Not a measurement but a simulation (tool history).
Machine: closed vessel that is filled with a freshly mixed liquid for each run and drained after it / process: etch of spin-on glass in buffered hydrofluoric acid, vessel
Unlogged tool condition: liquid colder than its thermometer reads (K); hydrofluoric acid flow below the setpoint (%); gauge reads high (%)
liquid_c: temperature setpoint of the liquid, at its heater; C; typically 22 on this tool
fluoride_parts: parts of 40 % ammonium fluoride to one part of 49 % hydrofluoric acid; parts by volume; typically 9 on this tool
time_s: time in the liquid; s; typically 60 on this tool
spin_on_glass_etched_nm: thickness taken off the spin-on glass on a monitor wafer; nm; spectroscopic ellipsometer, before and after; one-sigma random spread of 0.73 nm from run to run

run   hour  liquid_c  fluoride_parts  time_s  wafers since the last listed run  hours since the thermometer was replaced  hours since the hydrofluoric acid flow meter was replaced  hours since the gauge calibration  read-back film thickness of the spin-on glass reference wafer, read on the same gauge (nm)  spin_on_glass_etched_nm
  1      0        24               9      60                                 0                                    2472.9                                                     2141.1                              210.3                                                                                       60.01                   208.93
  2   20.7        22              11      60                              2014                                    2493.6                                                     2161.8                                231                                                                                       59.99                   153.53
  3     39        22              11      60                              1780                                    2511.9                                                     2180.1                              249.3                                                                                       60.05                   152.25
  4   64.6        22              11      60                              2491                                    2537.5                                                     2205.7                              274.9                                                                                       60.01                   150.97
  5   95.5        22               9      60                              3006                                    2568.4                                                     2236.6                              305.8                                                                                       59.95                      184
  6    120        22               9      60                              2384                                    2592.9                                                     2261.1                              330.3                                                                                       60.02                   183.19
     122.1  -- thermometer replaced
  7  153.5        22               9      60                              3162                                      31.4                                                     2294.6                              363.8                                                                                       59.99                   219.69
  8  179.4        27            12.5      40                              2520                                      57.3                                                     2320.5                              389.7                                                                                       60.01                   138.27
  9  206.8      18.5            11.5      60                              2666                                      84.7                                                     2347.9                              417.1                                                                                       60.02                   139.78
 10  228.5      26.5            10.5      60                              2111                                     106.4                                                     2369.6                              438.8                                                                                       60.01                      237
 11  255.3      19.5            11.5      75                              2607                                     133.2                                                     2396.4                              465.6                                                                                       60.07                   185.07
 12  278.5        18               9      60                              2257                                     156.4                                                     2419.6                              488.8                                                                                       60.02                    171.7
     280.4  -- hydrofluoric acid flow meter replaced
     289.2  -- gauge calibrated
 13  314.4        22               7      50                              3395                                     192.3                                                         34                               25.2                                                                                       60.04                   258.02
 14  347.5      24.5               9      60                              3220                                     225.4                                                       67.1                               58.3                                                                                       60.02                   271.86
 15  372.9        22               9      60                              2471                                     250.8                                                       92.5                               83.7                                                                                       60.03                   235.93

How the hidden state differs across the entries between the runs, from the last listed run before each to the first after it:
After run 6, before run 7: thermometer replaced (hour 122.1)
  liquid colder than its thermometer reads (K): 3.26 -> 0.143; hydrofluoric acid flow below the setpoint (%): 12.8 -> 13
  measured result minus the result with no hidden state, spin_on_glass_etched_nm: -58.96 -> -24.73 nm
After run 12, before run 13: hydrofluoric acid flow meter replaced (hour 280.4); gauge calibrated (hour 289.2)
  liquid colder than its thermometer reads (K): 0.274 -> 0.311; hydrofluoric acid flow below the setpoint (%): 13.7 -> 0.81
  measured result minus the result with no hidden state, spin_on_glass_etched_nm: -22.31 -> -6.76 nm

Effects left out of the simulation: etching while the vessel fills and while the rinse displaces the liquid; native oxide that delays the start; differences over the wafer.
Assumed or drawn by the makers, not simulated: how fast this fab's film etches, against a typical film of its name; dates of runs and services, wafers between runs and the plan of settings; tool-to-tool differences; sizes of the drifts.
